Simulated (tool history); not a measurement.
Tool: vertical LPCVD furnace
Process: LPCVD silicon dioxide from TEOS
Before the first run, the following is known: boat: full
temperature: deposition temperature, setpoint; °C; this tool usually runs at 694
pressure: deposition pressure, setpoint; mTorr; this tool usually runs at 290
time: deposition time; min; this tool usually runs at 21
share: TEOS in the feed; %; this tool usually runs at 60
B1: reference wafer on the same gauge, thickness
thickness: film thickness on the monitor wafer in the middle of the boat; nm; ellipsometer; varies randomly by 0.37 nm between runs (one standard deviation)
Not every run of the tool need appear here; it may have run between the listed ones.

Run 1, hour 0: usual settings; B1 146.95. Result: thickness 130.57 nm.
Run 2, hour 97.6: usual settings but temperature 685 °C, time 25.5 min; B1 147.08. Result: thickness 127.97 nm.
Run 3, hour 134.2: usual settings but time 24 min; B1 146.98. Result: thickness 148.99 nm.
Run 4, hour 183.2: usual settings but time 24 min; B1 146.93. Result: thickness 150.78 nm.
Run 5, hour 233.4: usual settings but time 24 min; B1 147.07. Result: thickness 149.5 nm.
Run 6, hour 289: usual settings but share 68 %; B1 146.97. Result: thickness 140.15 nm.
Run 7, hour 362.9: usual settings but pressure 240 mTorr; B1 147.01. Result: thickness 119.15 nm.
Run 8, hour 624.1: usual settings but pressure 240 mTorr; B1 146.96. Result: thickness 119.85 nm.
At hour 692.8: pressure gauge zeroed.
Run 9, hour 693.3: usual settings but time 23.5 min, share 55 %; B1 147. Result: thickness 142 nm.
Run 10, hour 782.5: usual settings; B1 146.87. Result: thickness 133.42 nm.
Run 11, hour 826.2: usual settings; B1 146.95. Result: thickness 132.82 nm.
Run 12, hour 917.8: usual settings; B1 146.95. Result: thickness 132.69 nm.
Run 13, hour 1002.7: usual settings but temperature 684 °C, pressure 350 mTorr, time 25 min, share 66 %; B1 147.06. Result: thickness 143.26 nm.
Run 14, hour 1048.1: usual settings but temperature 700 °C, pressure 325 mTorr; B1 146.94. Result: thickness 161.46 nm.
Run 15, hour 1151: usual settings; B1 147.02. Result: thickness 133.2 nm.
Run 16, hour 1239.6: usual settings; B1 146.98. Result: thickness 133.33 nm.
At hour 1295.5: pressure gauge zeroed, repeated, since the last time left the tool worse.
At hour 1350.4: thermocouples replaced and temperature profile calibrated.
Run 17, hour 1350.9: usual settings but temperature 703 °C, time 26 min; B1 146.94. Result: thickness 198.13 nm.
Run 18, hour 1388.7: usual settings but temperature 686 °C, pressure 330 mTorr, share 54 %; B1 147.05. Result: thickness 108.43 nm.
At hour 1490.3: TEOS flow controller replaced.
Run 19, hour 1490.8: usual settings but share 49 %; B1 146.88. Result: thickness 117.47 nm.
Run 20, hour 1570.7: usual settings but temperature 690 °C, time 18 min, share 66 %; B1 146.91. Result: thickness 106.29 nm.
At hour 1582.4: gauge calibrated.
Run 21, hour 1675.8: usual settings but temperature 684 °C, share 71 %; B1 147.08. Result: thickness 111.16 nm.
Run 22, hour 1748.8: usual settings but time 17 min; B1 146.99. Result: thickness 105.68 nm.
Run 23, hour 1802.8: usual settings but temperature 705 °C, pressure 240 mTorr, time 26 min, share 56 %; B1 146.97. Result: thickness 183.67 nm.
Run 24, hour 1845.5: usual settings but pressure 360 mTorr, time 16 min; B1 147.05. Result: thickness 110.61 nm.
Run 25, hour 1932: usual settings but time 27 min; B1 147.02. Result: thickness 167.19 nm.
Run 26, hour 2057.1: usual settings but temperature 687 °C, pressure 235 mTorr; B1 146.97. Result: thickness 99.17 nm.
Run 27, hour 2150.7: usual settings but time 17.5 min; B1 147.06. Result: thickness 107.97 nm.
Run 28, hour 2194.6: usual settings; B1 146.96. Result: thickness 130.01 nm.
Run 29, hour 2285.7: usual settings but temperature 699 °C; B1 147.1. Result: thickness 146.91 nm.
Run 30, hour 2388.9: usual settings but temperature 705 °C, pressure 340 mTorr, time 27.5 min, share 64 %; B1 146.97. Result: thickness 246.85 nm.
Run 31, hour 2485: usual settings but temperature 698 °C, pressure 240 mTorr, time 28.5 min, share 67 %; B1 147.01. Result: thickness 187.84 nm.
Run 32, hour 2521.2: usual settings but temperature 701 °C, time 27 min; B1 146.97. Result: thickness 197.47 nm.

Here are 3 independent what-if runs from the current tool condition. What would each one return?
Run A, hour 2524.4: usual settings; B1 ?. Result: thickness ?.
Run B, hour 2524.4: usual settings but share 65 %; B1 ?. Result: thickness ?.
Run C, hour 2524.4: usual settings but temperature 697 °C, pressure 315 mTorr, time 27 min; B1 ?. Result: thickness ?.

run      B1  thickness
  A  147.02     130.23
  B  147.02     135.55
  C  147.02     187.08
With the hidden condition removed and each run's random variation left untouched, the same runs would have given:
run  thickness
  A     128.74
  B     133.99
  C      185.1
